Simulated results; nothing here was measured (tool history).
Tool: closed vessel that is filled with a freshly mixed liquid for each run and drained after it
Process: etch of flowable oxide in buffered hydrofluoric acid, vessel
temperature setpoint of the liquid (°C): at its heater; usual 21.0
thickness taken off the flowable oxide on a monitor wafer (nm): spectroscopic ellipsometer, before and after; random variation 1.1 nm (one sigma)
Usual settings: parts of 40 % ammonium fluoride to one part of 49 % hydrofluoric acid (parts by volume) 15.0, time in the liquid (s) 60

run    hour  temperature setpoint of the liquid (°C)  parts of 40 % ammonium fluoride to one part of 49 % hydrofluoric acid (parts by volume)  time in the liquid (s)  wafers since the last listed run  hours since the thermometer was replaced  hours since the hydrofluoric acid flow meter was replaced  hours since the gauge calibration  read-back film thickness of the flowable oxide reference wafer, read on the same gauge (nm)  thickness taken off the flowable oxide on a monitor wafer (nm)
  1     0.0                                     21.0                                                                                     15.0                      60                                 0                                     894.7                                                     2255.3                             1961.9                                                                                        89.97                                                          124.86
  2    61.4                                     21.0                                                                                     15.0                      60                              6889                                     956.1                                                     2316.7                             2023.3                                                                                        90.02                                                          124.65
  3    89.5                                     25.0                                                                                     15.0                      60                              3153                                     984.2                                                     2344.8                             2051.4                                                                                        89.95                                                          156.02
  4   136.8                                     25.0                                                                                     15.0                      60                              5307                                    1031.5                                                     2392.1                             2098.7                                                                                        90.00                                                          154.17
  5   176.1                                     21.0                                                                                     15.0                      35                              4409                                    1070.8                                                     2431.4                             2138.0                                                                                        89.97                                                           72.82
  6   219.0                                     21.0                                                                                     15.0                      35                              4813                                    1113.7                                                     2474.3                             2180.9                                                                                        90.02                                                           70.95
  7   273.3                                     21.0                                                                                     15.0                      35                              6092                                    1168.0                                                     2528.6                             2235.2                                                                                        89.99                                                           71.36
  8   342.3                                     23.0                                                                                     15.0                      60                              7742                                    1237.0                                                     2597.6                             2304.2                                                                                        89.99                                                          135.06
  9   388.6                                     23.0                                                                                     15.0                      60                              5195                                    1283.3                                                     2643.9                             2350.5                                                                                        90.05                                                          135.42
      394.0  -- hydrofluoric acid flow meter replaced
      396.7  -- gauge calibrated
 10   453.8                                     23.0                                                                                     15.0                      60                              7203                                    1348.5                                                       59.8                               57.1                                                                                        90.00                                                          133.67
 11   494.1                                     17.0                                                                                     13.0                      95                              4521                                    1388.8                                                      100.1                               97.4                                                                                        89.96                                                          176.28
 12   543.2                                     21.0                                                                                     15.0                      75                              5509                                    1437.9                                                      149.2                              146.5                                                                                        90.02                                                          150.37
 13   577.4                                     26.0                                                                                     18.0                      60                              3837                                    1472.1                                                      183.4                              180.7                                                                                        90.00                                                          134.51
 14   605.1                                     23.0                                                                                     10.0                      75                              3108                                    1499.8                                                      211.1                              208.4                                                                                        89.97                                                          246.06
      638.3  -- thermometer replaced
 15   655.8                                     21.0                                                                                     15.0                      60                              5576                                      17.5                                                      261.8                              259.1                                                                                        89.99                                                          129.91
 16   691.2                                     21.0                                                                                     15.0                      60                              3972                                      52.9                                                      297.2                              294.5                                                                                        90.01                                                          130.10
 17   729.9                                     21.0                                                                                     15.0                      60                              4342                                      91.6                                                      335.9                              333.2                                                                                        89.97                                                          131.02
 18   772.9                                     21.0                                                                                     15.0                      60                              4824                                     134.6                                                      378.9                              376.2                                                                                        89.96                                                          127.79
 19   839.1                                     21.0                                                                                     15.0                      60                              7428                                     200.8                                                      445.1                              442.4                                                                                        90.01                                                          126.60
 20   882.2                                     23.0                                                                                     10.0                      75                              4836                                     243.9                                                      488.2                              485.5                                                                                        90.01                                                          268.19
 21   940.6                                     17.0                                                                                     18.5                      60                              6552                                     302.3                                                      546.6                              543.9                                                                                        89.95                                                           83.38
 22  1007.0                                     21.0                                                                                     15.0                      60                              7450                                     368.7                                                      613.0                              610.3                                                                                        90.00                                                          127.51
 23  1074.5                                     19.5                                                                                     20.5                      85                              7574                                     436.2                                                      680.5                              677.8                                                                                        89.97                                                          121.64
 24  1106.1                                     21.0                                                                                     11.5                      85                              3545                                     467.8                                                      712.1                              709.4                                                                                        89.96                                                          234.73
 25  1131.3                                     18.5                                                                                     15.0                      60                              2827                                     493.0                                                      737.3                              734.6                                                                                        89.97                                                          109.71
 26  1198.7                                     21.0                                                                                     15.0                      60                              7562                                     560.4                                                      804.7                              802.0                                                                                        89.97                                                          125.86
 27  1240.8                                     17.0                                                                                     15.0                      45                              4723                                     602.5                                                      846.8                              844.1                                                                                        89.99                                                           75.13
 28  1294.7                                     21.0                                                                                     12.5                      60                              6047                                     656.4                                                      900.7                              898.0                                                                                        89.95                                                          149.87
 29  1363.5                                     21.0                                                                                     15.0                      70                              7719                                     725.2                                                      969.5                              966.8                                                                                        90.02                                                          146.21
 30  1429.6                                     18.0                                                                                      9.5                      35                              7416                                     791.3                                                     1035.6                             1032.9                                                                                        89.97                                                           95.10
 31  1500.6                                     23.0                                                                                     11.5                      75                              7966                                     862.3                                                     1106.6                             1103.9                                                                                        89.95                                                          222.87
 32  1545.3                                     19.0                                                                                     13.0                      60                              5015                                     907.0                                                     1151.3                             1148.6                                                                                        89.99                                                          126.26
 33  1589.4                                     21.0                                                                                     15.0                      60                              4948                                     951.1                                                     1195.4                             1192.7                                                                                        90.06                                                          123.30
 34  1621.2                                     24.5                                                                                      9.5                      45                              3568                                     982.9                                                     1227.2                             1224.5                                                                                        89.95                                                          172.35

How the hidden state differs across the entries between the runs, from the last listed run before each to the first after it:
Between runs 9 and 10: hydrofluoric acid flow meter replaced (hour 394.0); gauge calibrated (hour 396.7)
  liquid colder than its thermometer reads (K): 1.52 -> 1.6
  measured less the result without the state, thickness taken off the flowable oxide on a monitor wafer (nm): -11.87 -> -12.36
Between runs 14 and 15: thermometer replaced (hour 638.3)
  liquid colder than its thermometer reads (K): 1.77 -> 0.285
  measured less the result without the state, thickness taken off the flowable oxide on a monitor wafer (nm): -25.25 -> -2.12
